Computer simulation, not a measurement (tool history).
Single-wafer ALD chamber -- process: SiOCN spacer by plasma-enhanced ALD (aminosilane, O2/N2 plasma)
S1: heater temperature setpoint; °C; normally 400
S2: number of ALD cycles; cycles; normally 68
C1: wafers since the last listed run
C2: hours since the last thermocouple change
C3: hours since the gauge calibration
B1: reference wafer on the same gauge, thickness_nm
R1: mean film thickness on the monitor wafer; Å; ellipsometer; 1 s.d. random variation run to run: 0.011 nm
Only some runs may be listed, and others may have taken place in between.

Run 1, hour 0.0: usual settings; C1 0; C2 967.2; C3 348.3; B1 4.619. Result: R1 41.87 Å.
Run 2, hour 29.3: usual settings; C1 68; C2 996.5; C3 377.6; B1 4.627. Result: R1 41.65 Å.
Run 3, hour 62.5: usual settings; C1 77; C2 1029.7; C3 410.8; B1 4.622. Result: R1 41.96 Å.
Run 4, hour 94.2: usual settings but S1 391 °C; C1 73; C2 1061.4; C3 442.5; B1 4.621. Result: R1 42.26 Å.
Run 5, hour 117.8: usual settings but S1 391 °C; C1 54; C2 1085.0; C3 466.1; B1 4.624. Result: R1 42.29 Å.
Run 6, hour 148.1: usual settings; C1 70; C2 1115.3; C3 496.4; B1 4.625. Result: R1 41.73 Å.
Run 7, hour 167.1: usual settings but S2 58 cycles; C1 44; C2 1134.3; C3 515.4; B1 4.622. Result: R1 35.38 Å.
Run 8, hour 184.9: usual settings but S1 405 °C; C1 41; C2 1152.1; C3 533.2; B1 4.617. Result: R1 41.06 Å.
Run 9, hour 206.9: usual settings but S1 394 °C, S2 76 cycles; C1 51; C2 1174.1; C3 555.2; B1 4.622. Result: R1 47.40 Å.
Run 10, hour 254.3: usual settings; C1 110; C2 1221.5; C3 602.6; B1 4.622. Result: R1 41.57 Å.
Run 11, hour 279.2: usual settings; C1 57; C2 1246.4; C3 627.5; B1 4.622. Result: R1 41.40 Å.
Run 12, hour 300.9: usual settings but S1 405 °C; C1 50; C2 1268.1; C3 649.2; B1 4.619. Result: R1 40.91 Å.
Run 13, hour 316.0: usual settings but S2 76 cycles; C1 35; C2 1283.2; C3 664.3; B1 4.621. Result: R1 46.43 Å.
At hour 323.2: gauge calibrated.
Run 14, hour 338.3: usual settings; C1 51; C2 1305.5; C3 15.1; B1 4.619. Result: R1 41.51 Å.
Run 15, hour 375.3: usual settings; C1 86; C2 1342.5; C3 52.1; B1 4.619. Result: R1 41.43 Å.
Run 16, hour 406.9: usual settings but S2 75 cycles; C1 73; C2 1374.1; C3 83.7; B1 4.621. Result: R1 45.61 Å.
Run 17, hour 420.6: usual settings but S1 388 °C, S2 75 cycles; C1 31; C2 1387.8; C3 97.4; B1 4.615. Result: R1 46.56 Å.
Run 18, hour 452.5: usual settings but S1 410 °C; C1 74; C2 1419.7; C3 129.3; B1 4.622. Result: R1 40.13 Å.
Run 19, hour 474.6: usual settings but S1 412 °C, S2 59 cycles; C1 51; C2 1441.8; C3 151.4; B1 4.626. Result: R1 34.44 Å.
At hour 482.6: thermocouple changed; heater temperature recalibrated.
Run 20, hour 571.8: usual settings but S1 392 °C, S2 57 cycles; C1 207; C2 89.2; C3 248.6; B1 4.623. Result: R1 35.52 Å.
Run 21, hour 586.4: usual settings but S1 389 °C, S2 62 cycles; C1 33; C2 103.8; C3 263.2; B1 4.621. Result: R1 38.56 Å.
Run 22, hour 613.6: usual settings but S1 387 °C, S2 73 cycles; C1 63; C2 131.0; C3 290.4; B1 4.622. Result: R1 45.44 Å.

Below are 5 alternative next runs, each starting from the tool's condition after run 22. Predict each:
Run A, hour 614.1: usual settings but S2 81 cycles; C1 1; C2 131.5; C3 290.9; B1 ?. Result: R1 ?.
Run B, hour 614.1: usual settings but S1 394 °C, S2 61 cycles; C1 1; C2 131.5; C3 290.9; B1 ?. Result: R1 ?.
Run C, hour 614.1: usual settings but S1 414 °C, S2 78 cycles; C1 1; C2 131.5; C3 290.9; B1 ?. Result: R1 ?.
Run D, hour 614.1: usual settings but S1 407 °C, S2 57 cycles; C1 1; C2 131.5; C3 290.9; B1 ?. Result: R1 ?.
Run E, hour 614.1: usual settings but S1 413 °C, S2 75 cycles; C1 1; C2 131.5; C3 290.9; B1 ?. Result: R1 ?.

run     B1     R1
  A  4.617  50.44
  B  4.617  37.98
  C  4.617  46.66
  D  4.617  34.81
  E  4.617  44.99
Take away the tool's hidden state, keep each run's random variation, and the runs would have read:
run     R1
  A  50.44
  B  37.98
  C  46.62
  D  34.78
  E  44.96

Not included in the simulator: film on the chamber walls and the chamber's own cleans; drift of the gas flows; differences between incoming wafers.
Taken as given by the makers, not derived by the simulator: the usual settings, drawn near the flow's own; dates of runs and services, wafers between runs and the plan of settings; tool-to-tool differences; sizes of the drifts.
